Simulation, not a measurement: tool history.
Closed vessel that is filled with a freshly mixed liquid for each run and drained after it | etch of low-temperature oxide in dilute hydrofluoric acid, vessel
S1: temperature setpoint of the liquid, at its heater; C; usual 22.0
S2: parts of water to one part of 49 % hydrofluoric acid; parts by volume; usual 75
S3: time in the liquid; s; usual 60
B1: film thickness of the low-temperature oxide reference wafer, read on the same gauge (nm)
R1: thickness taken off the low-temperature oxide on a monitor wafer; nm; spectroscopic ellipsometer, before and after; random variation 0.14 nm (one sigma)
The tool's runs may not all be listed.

run	day	S1	S2	S3	B1	R1
1	0.000	20.5	75	60	99.99	12.93
2	1.496	22.0	75	60	99.94	13.82
3	2.071	22.0	75	60	99.99	13.79
4	3.121	22.0	75	60	99.94	13.58
5	3.783	22.0	75	60	100.02	13.82
6	5.221	22.0	75	60	99.99	13.55
7	6.608	22.0	75	60	100.01	13.91
8	7.583	22.0	75	60	99.99	13.59
9	8.250	22.0	75	60	100.02	13.71
# day 8.383: thermometer replaced
10	9.183	22.0	75	60	100.03	13.69
11	9.821	22.0	75	35	100.00	7.98
12	11.192	22.0	75	60	99.99	13.68
13	11.942	25.5	75	35	100.03	9.18
14	13.025	17.0	85	60	100.01	9.71
# day 13.421: gauge calibrated
15	13.662	25.0	35	70	99.97	40.62
16	14.475	22.0	75	60	100.01	13.91
# day 15.571: hydrofluoric acid flow meter replaced
17	15.742	25.0	75	60	100.03	15.43
18	17.071	26.0	75	85	100.01	22.78
19	18.046	22.0	75	60	99.97	13.45
20	19.117	23.5	75	60	99.99	14.44
21	20.133	22.0	75	60	99.97	13.70
22	21.308	17.5	100	60	100.03	8.19
23	22.317	22.0	75	40	99.95	9.14
24	23.438	26.5	75	60	100.01	16.32
25	24.046	20.5	75	30	100.00	6.49

5 ways to go on from here, each from the tool as it stands after run 25. What would each give?
A	24.075	20.0	75	60	?	?
B	24.075	18.5	115	45	?	?
C	24.075	19.0	75	40	?	?
D	24.075	22.0	75	45	?	?
E	24.075	25.0	55	85	?	?

run	B1	R1
A	100.03	12.75
B	100.03	5.61
C	100.03	8.15
D	100.03	10.39
E	100.03	31.04
Without the tool's hidden state the same runs would have given:
run	R1
A	12.75
B	5.61
C	8.15
D	10.39
E	31.04
